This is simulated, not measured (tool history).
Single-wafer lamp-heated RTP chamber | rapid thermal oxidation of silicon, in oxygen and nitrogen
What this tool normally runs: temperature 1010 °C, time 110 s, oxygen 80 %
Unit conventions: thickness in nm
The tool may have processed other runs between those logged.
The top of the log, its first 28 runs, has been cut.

| run | hour | temperature | time | oxygen | wafers since the last listed run | wafers since the last pyrometer calibration | hours since the oxygen flow controller was replaced | hours since the gauge calibration | read-back reference wafer on the same gauge, thickness | thickness |
|---|---|---|---|---|---|---|---|---|---|---|
| 29 | 2652.8 | 990 | 110 | 98 | 634 | 1570 | 1554.5 | 2715.7 | 7.485 | 7.728 |
|  | 2675.2 | gauge calibrated |
| 30 | 2698.6 | 1010 | 110 | 80 | 279 | 1849 | 1600.3 | 23.4 | 7.489 | 8.344 |
| 31 | 2764.6 | 1038 | 110 | 80 | 402 | 2252 | 1666.3 | 89.4 | 7.488 | 10.251 |
| 32 | 2846 | 1010 | 110 | 80 | 496 | 2748 | 1747.7 | 170.8 | 7.492 | 8.409 |
| 33 | 2910.2 | 1038 | 81 | 98 | 391 | 3139 | 1811.9 | 235 | 7.488 | 9.574 |
| 34 | 2997.8 | 1018 | 110 | 98 | 534 | 3673 | 1899.5 | 322.6 | 7.478 | 9.635 |
| 35 | 3061.9 | 1026 | 110 | 80 | 390 | 4064 | 1963.6 | 386.7 | 7.492 | 9.436 |
| 36 | 3104.3 | 1010 | 110 | 55 | 258 | 4323 | 2006 | 429.1 | 7.497 | 7.389 |
|  | 3138.1 | pyrometer window cleaned and pyrometer calibrated |
| 37 | 3419.5 | 1010 | 56 | 98 | 1872 | 1715 | 2321.2 | 744.3 | 7.492 | 6.714 |
| 38 | 3484.2 | 1033 | 146 | 80 | 394 | 2110 | 2385.9 | 809 | 7.495 | 11.294 |

Each row is a separate what-if for the run after 38, all from the same tool condition, not one after another. Results?
| A | 3484.7 | 1010 | 110 | 80 | 3 | 2113 | 2386.4 | 809.5 | ? | ? |
| B | 3484.7 | 988 | 60 | 72 | 3 | 2113 | 2386.4 | 809.5 | ? | ? |
| C | 3484.7 | 1000 | 70 | 66 | 3 | 2113 | 2386.4 | 809.5 | ? | ? |

| run | read-back reference wafer on the same gauge, thickness | thickness |
|---|---|---|
| A | 7.487 | 8.354 |
| B | 7.487 | 5.245 |
| C | 7.487 | 5.932 |
The same runs, with their run-to-run variation unchanged, on a tool lacking any hidden condition would have given:
| run | thickness |
|---|---|
| A | 8.129 |
| B | 5.107 |
| C | 5.775 |
